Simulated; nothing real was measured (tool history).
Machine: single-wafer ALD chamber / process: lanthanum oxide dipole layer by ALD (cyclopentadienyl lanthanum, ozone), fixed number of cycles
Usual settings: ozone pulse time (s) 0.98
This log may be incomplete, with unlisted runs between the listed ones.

| run | hour | ozone pulse time (s) | read-back reference wafer on the same gauge, thickness_nm | mean film thickness on the monitor wafer (angstrom) |
|---|---|---|---|---|
| 1 | 0.0 | 0.98 | 0.500 | 4.76 |
| 2 | 54.3 | 0.98 | 0.500 | 4.75 |
| 3 | 97.9 | 1.20 | 0.500 | 5.10 |
| 4 | 155.4 | 0.98 | 0.500 | 4.78 |
| 5 | 218.4 | 0.98 | 0.500 | 4.77 |
| 6 | 245.6 | 0.98 | 0.500 | 4.77 |
| 7 | 302.3 | 0.98 | 0.500 | 4.77 |
| 8 | 374.1 | 0.98 | 0.500 | 4.77 |
| 9 | 439.7 | 0.98 | 0.500 | 4.77 |
|  | 466.3 | showerhead replaced |
|  | 481.4 | thermocouple changed; heater temperature recalibrated |
|  | 484.6 | ozone generator serviced |
| 10 | 485.1 | 0.98 | 0.500 | 4.79 |
| 11 | 546.2 | 1.17 | 0.500 | 5.07 |
| 12 | 596.4 | 1.17 | 0.500 | 5.05 |
| 13 | 646.8 | 0.98 | 0.500 | 4.75 |
| 14 | 674.2 | 1.11 | 0.500 | 4.98 |
| 15 | 742.5 | 0.69 | 0.500 | 3.99 |
| 16 | 786.3 | 0.75 | 0.499 | 4.21 |
| 17 | 816.0 | 1.14 | 0.500 | 5.03 |
| 18 | 868.7 | 0.80 | 0.500 | 4.34 |
| 19 | 907.1 | 1.37 | 0.500 | 5.23 |
| 20 | 937.1 | 0.71 | 0.500 | 4.05 |
| 21 | 1008.5 | 0.98 | 0.500 | 4.76 |
|  | 1023.8 | ozone generator serviced |
| 22 | 1053.4 | 0.98 | 0.500 | 4.77 |
| 23 | 1083.3 | 0.98 | 0.500 | 4.78 |
| 24 | 1150.6 | 0.85 | 0.500 | 4.51 |
|  | 1193.0 | gauge calibrated |
| 25 | 1215.9 | 1.23 | 0.500 | 5.11 |
| 26 | 1253.3 | 0.98 | 0.500 | 4.75 |
| 27 | 1283.7 | 0.98 | 0.500 | 4.75 |
| 28 | 1399.1 | 0.98 | 0.500 | 4.78 |
| 29 | 1425.6 | 1.16 | 0.500 | 5.04 |
| 30 | 1541.5 | 0.68 | 0.500 | 3.96 |
|  | 1585.3 | ozone generator serviced |
| 31 | 1600.5 | 0.98 | 0.500 | 4.76 |
| 32 | 1640.3 | 1.10 | 0.500 | 4.97 |
| 33 | 1675.2 | 1.09 | 0.500 | 4.96 |
| 34 | 1706.2 | 1.21 | 0.500 | 5.11 |

Below are 4 alternative next runs, each starting from the tool's condition after run 34. Predict each:
| A | 1706.6 | 0.70 | ? | ? |
| B | 1706.6 | 0.67 | ? | ? |
| C | 1706.6 | 0.66 | ? | ? |
| D | 1706.6 | 0.86 | ? | ? |

| run | read-back reference wafer on the same gauge, thickness_nm | mean film thickness on the monitor wafer (angstrom) |
|---|---|---|
| A | 0.500 | 4.03 |
| B | 0.500 | 3.91 |
| C | 0.500 | 3.87 |
| D | 0.500 | 4.51 |
Take away the tool's hidden state, keep each run's random variation, and the runs would have read:
| run | mean film thickness on the monitor wafer (angstrom) |
|---|---|
| A | 4.03 |
| B | 3.91 |
| C | 3.87 |
| D | 4.51 |
